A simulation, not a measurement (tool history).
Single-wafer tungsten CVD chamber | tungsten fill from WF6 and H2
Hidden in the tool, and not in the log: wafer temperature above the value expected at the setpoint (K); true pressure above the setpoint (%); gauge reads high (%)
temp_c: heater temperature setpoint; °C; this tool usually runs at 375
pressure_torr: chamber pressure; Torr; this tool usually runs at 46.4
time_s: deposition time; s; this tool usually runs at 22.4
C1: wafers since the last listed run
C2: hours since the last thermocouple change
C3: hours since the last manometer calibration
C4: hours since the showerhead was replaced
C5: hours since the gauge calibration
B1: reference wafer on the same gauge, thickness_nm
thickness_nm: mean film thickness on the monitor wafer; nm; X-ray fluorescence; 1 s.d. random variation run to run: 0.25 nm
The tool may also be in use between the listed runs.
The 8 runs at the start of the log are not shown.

run 9 hour=384.9 | temp_c=375 pressure_torr=48.7 time_s=22.4 | C1=1333 C2=1962.6 C3=1813.9 C4=3224.1 C5=2055 | B1=38.922 | thickness_nm=44.553
run 10 hour=415.4 | temp_c=369 pressure_torr=46.4 time_s=22.4 | C1=989 C2=1993.1 C3=1844.4 C4=3254.6 C5=2085.5 | B1=38.902 | thickness_nm=38.861
run 11 hour=452.4 | temp_c=379 pressure_torr=46.4 time_s=22.4 | C1=1200 C2=2030.1 C3=1881.4 C4=3291.6 C5=2122.5 | B1=38.913 | thickness_nm=47.005
-- hour=513 capacitance manometer re-zeroed and calibrated
run 12 hour=513.5 | temp_c=375 pressure_torr=46.4 time_s=20.1 | C1=1722 C2=2091.2 C3=0.5 C4=3352.7 C5=2183.6 | B1=38.88 | thickness_nm=39.162
run 13 hour=570.2 | temp_c=375 pressure_torr=46.4 time_s=22.4 | C1=1839 C2=2147.9 C3=57.2 C4=3409.4 C5=2240.3 | B1=38.88 | thickness_nm=43.577
-- hour=579.8 showerhead replaced
run 14 hour=634.5 | temp_c=362 pressure_torr=52.4 time_s=23.9 | C1=1826 C2=2212.2 C3=121.5 C4=54.7 C5=2304.6 | B1=38.953 | thickness_nm=38.638
run 15 hour=667.3 | temp_c=380 pressure_torr=36.3 time_s=26.5 | C1=1064 C2=2245 C3=154.3 C4=87.5 C5=2337.4 | B1=38.91 | thickness_nm=50.38
run 16 hour=737.6 | temp_c=375 pressure_torr=46.4 time_s=22.4 | C1=2280 C2=2315.3 C3=224.6 C4=157.8 C5=2407.7 | B1=38.824 | thickness_nm=44.028
run 17 hour=802.4 | temp_c=386 pressure_torr=42.9 time_s=19.3 | C1=2102 C2=2380.1 C3=289.4 C4=222.6 C5=2472.5 | B1=38.866 | thickness_nm=44.614
run 18 hour=856.7 | temp_c=375 pressure_torr=46.4 time_s=22.4 | C1=1761 C2=2434.4 C3=343.7 C4=276.9 C5=2526.8 | B1=38.902 | thickness_nm=43.517
run 19 hour=884.3 | temp_c=375 pressure_torr=46.4 time_s=22.4 | C1=895 C2=2462 C3=371.3 C4=304.5 C5=2554.4 | B1=38.903 | thickness_nm=43.557
-- hour=951 thermocouple changed; heater temperature recalibrated
run 20 hour=951.5 | temp_c=375 pressure_torr=46.4 time_s=22.4 | C1=1920 C2=0.5 C3=438.5 C4=371.7 C5=2621.6 | B1=38.921 | thickness_nm=43.429
run 21 hour=1144.2 | temp_c=375 pressure_torr=46.4 time_s=22.4 | C1=6252 C2=193.2 C3=631.2 C4=564.4 C5=2814.3 | B1=38.884 | thickness_nm=43.827
run 22 hour=1214.9 | temp_c=380 pressure_torr=46.4 time_s=19.9 | C1=2293 C2=263.9 C3=701.9 C4=635.1 C5=2885 | B1=38.881 | thickness_nm=42.223
-- hour=1245.7 gauge calibrated
run 23 hour=1321.5 | temp_c=375 pressure_torr=53.7 time_s=22.4 | C1=3458 C2=370.5 C3=808.5 C4=741.7 C5=75.8 | B1=38.91 | thickness_nm=46.71
run 24 hour=1352 | temp_c=387 pressure_torr=42.8 time_s=26.8 | C1=989 C2=401 C3=839 C4=772.2 C5=106.3 | B1=38.912 | thickness_nm=62.682
run 25 hour=1410.7 | temp_c=364 pressure_torr=36 time_s=22.4 | C1=1904 C2=459.7 C3=897.7 C4=830.9 C5=165 | B1=38.86 | thickness_nm=31.661
run 26 hour=1439.8 | temp_c=375 pressure_torr=46.4 time_s=22.4 | C1=944 C2=488.8 C3=926.8 C4=860 C5=194.1 | B1=38.928 | thickness_nm=43.673
run 27 hour=1501.3 | temp_c=362 pressure_torr=38.5 time_s=20.4 | C1=1995 C2=550.3 C3=988.3 C4=921.5 C5=255.6 | B1=38.845 | thickness_nm=28.72
run 28 hour=1558.2 | temp_c=382 pressure_torr=56.8 time_s=22.4 | C1=1846 C2=607.2 C3=1045.2 C4=978.4 C5=312.5 | B1=38.879 | thickness_nm=54.028
run 29 hour=1586.7 | temp_c=375 pressure_torr=56.8 time_s=22.4 | C1=924 C2=635.7 C3=1073.7 C4=1006.9 C5=341 | B1=38.942 | thickness_nm=48.112

Run 30 comes next. What will it give?
run 30 hour=1626.7 | temp_c=375 pressure_torr=38 time_s=22.4 | C1=1297 C2=675.7 C3=1113.7 C4=1046.9 C5=381 | B1=? | thickness_nm=?

Run 30 yielded B1 38.932, thickness_nm 40.238 nm.
The same run, on a tool lacking any hidden state, would have yielded thickness_nm 40.238 nm.
